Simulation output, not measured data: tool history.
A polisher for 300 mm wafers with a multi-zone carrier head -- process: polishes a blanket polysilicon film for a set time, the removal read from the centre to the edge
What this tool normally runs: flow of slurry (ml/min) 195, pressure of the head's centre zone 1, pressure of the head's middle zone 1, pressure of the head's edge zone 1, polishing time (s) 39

run,hour,flow of slurry (ml/min),pressure of the head's centre zone,pressure of the head's middle zone,pressure of the head's edge zone,polishing time (s),wafers since the last listed run,wafers polished on this pad,hours since the slurry nozzle was cleaned,hours since the centre zone pressure was calibrated,hours since the edge zone pressure was calibrated,hours since the carrier head's membrane was replaced,"incoming thickness of the incoming film, nm",film removed at the wafer's centre (Å),film removed at mid-radius (Å),film removed at the wafer's edge (Å)
1,0,160,1,1,1,39,0,290,40.9,10.3,262.2,1125,1419.2,4774,5027,5163
2,70.8,160,1,1,1,39,523,813,111.7,81.1,333,1195.8,1438.1,4655,4856,5081
# hour 77.6: edge zone pressure recalibrated
3,105.5,180,1,1,1.05,39,241,1055,146.4,115.8,27.9,1230.5,1429.7,4829,4954,5212
# hour 117: worn pad replaced by a new one
4,134,195,1,1,1,39,181,125,174.9,144.3,56.4,1259,1444.3,4867,5138,5204
5,197.2,195,1,1,1,39,467,592,238.1,207.5,119.6,1322.2,1419.5,4921,4951,5258
6,244.1,195,0.95,1,1,39,346,939,285,254.4,166.5,1369.1,1424.6,4616,4931,5158
# hour 256.6: worn pad replaced by a new one
7,295.2,195,1,1,1,39,348,285,336.1,305.5,217.6,1420.2,1435.5,4783,4975,5131
# hour 309.5: slurry nozzle cleaned
8,325.3,195,1,1,1,31,215,500,15.8,335.6,247.7,1450.3,1430.5,3554,3677,3879
# hour 337.6: centre zone pressure recalibrated
# hour 376.6: worn pad replaced by a new one
9,380.3,260,1,0.92,1,39,362,27,70.8,42.7,302.7,1505.3,1445,4634,4412,4998
# hour 417.5: slurry nozzle cleaned, repeated, since the last time left the tool worse
# hour 441.4: edge zone pressure recalibrated
10,445.1,135,1,1,1,34,456,484,27.6,107.5,3.7,1570.1,1437.3,4020,4191,4363
11,484.3,195,1,1,1,39,289,774,66.8,146.7,42.9,1609.3,1428.5,4970,5015,5284
# hour 496.5: worn pad replaced by a new one
# hour 545.7: carrier head's membrane replaced by a new one
12,546.1,260,1.07,1.07,1,25,390,329,128.6,208.5,104.7,0.4,1458.3,3599,3675,3442
13,582.5,195,1,1,1,39,269,598,165,244.9,141.1,36.8,1441.3,4919,5013,5265
14,620.2,195,1,0.96,1.11,39,278,877,202.7,282.6,178.8,74.5,1440.7,4822,4855,5444
# hour 655.9: worn pad replaced by a new one
15,660.7,195,1,1,1,39,269,35,243.2,323.1,219.3,115,1425.2,4879,4909,5128
# hour 674.2: centre zone pressure recalibrated
16,703.9,195,1,1,1.05,39,304,339,286.4,29.7,262.5,158.2,1424,4813,4980,5299

For each run, what was the tool's unlogged condition?
removal rate lost through wear of the pad, %: 0 in every run
deviation of the centre zone's pressure from its setpoint, %: 0 in every run
deviation of the edge zone's pressure from its setpoint, %: 0 in every run
H1: slurry flow missing at the pad, %
run,H1
1,7.43
2,15
3,17.3
4,18.7
5,20.9
6,21.9
7,22.6
8,40.9
9,48.6
10,5.18
11,10.5
12,15.9
13,18
14,19.6
15,20.8
16,21.7
